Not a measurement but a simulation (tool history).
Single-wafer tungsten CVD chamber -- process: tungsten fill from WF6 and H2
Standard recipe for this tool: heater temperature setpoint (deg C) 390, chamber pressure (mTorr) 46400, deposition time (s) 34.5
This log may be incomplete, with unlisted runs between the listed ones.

| run | hour | heater temperature setpoint (deg C) | chamber pressure (mTorr) | deposition time (s) | read-back reference wafer on the same gauge, thickness_nm | mean film thickness on the monitor wafer (Å) |
|---|---|---|---|---|---|---|
| 1 | 0 | 390 | 46400 | 34.5 | 100.968 | 1116.41 |
| 2 | 10.6 | 390 | 46400 | 34.5 | 101.026 | 1114.19 |
| 3 | 23.3 | 390 | 46400 | 34.5 | 101.014 | 1115.71 |
| 4 | 34.3 | 390 | 39000 | 34.5 | 101.03 | 966.64 |
| 5 | 46.2 | 390 | 39000 | 34.5 | 100.956 | 965.93 |
| 6 | 54.2 | 390 | 39000 | 34.5 | 101.015 | 968.49 |
| 7 | 71.4 | 390 | 46400 | 34.5 | 101.049 | 1117.5 |
|  | 79.7 | thermocouple changed; heater temperature recalibrated |
|  | 84 | capacitance manometer re-zeroed and calibrated |
|  | 88.2 | gauge calibrated |
|  | 108 | showerhead replaced |
|  | 112.9 | thermocouple changed; heater temperature recalibrated, repeated, since the last time left the tool worse |
| 8 | 113.4 | 390 | 46400 | 34.5 | 100.96 | 1011.74 |
| 9 | 121.6 | 390 | 41100 | 34.5 | 101.011 | 917.15 |
| 10 | 137.6 | 390 | 46400 | 34.5 | 100.937 | 1013.39 |
| 11 | 150.2 | 390 | 46400 | 34.5 | 100.994 | 1011.66 |
| 12 | 164.8 | 384 | 35400 | 30.4 | 100.937 | 622.47 |
| 13 | 173.9 | 390 | 38900 | 29.2 | 100.99 | 737.85 |
| 14 | 183.4 | 403 | 46400 | 34.5 | 100.992 | 1292.19 |
| 15 | 199.6 | 390 | 46400 | 30.8 | 101.012 | 902.34 |
| 16 | 206.8 | 390 | 46400 | 34.5 | 101.023 | 1010.03 |
| 17 | 220 | 375 | 50400 | 40.4 | 101.02 | 932.79 |

State the hidden condition of the tool at each of the runs:
true pressure above the setpoint (%): 0 at every run
gauge reads high (%): 0 at every run
H1: wafer temperature above the value expected at the setpoint (K)
| run | H1 |
|---|---|
| 1 | 4.71 |
| 2 | 4.74 |
| 3 | 4.78 |
| 4 | 4.81 |
| 5 | 4.84 |
| 6 | 4.87 |
| 7 | 4.92 |
| 8 | -0.352 |
| 9 | -0.352 |
| 10 | -0.352 |
| 11 | -0.352 |
| 12 | -0.351 |
| 13 | -0.35 |
| 14 | -0.35 |
| 15 | -0.349 |
| 16 | -0.348 |
| 17 | -0.347 |
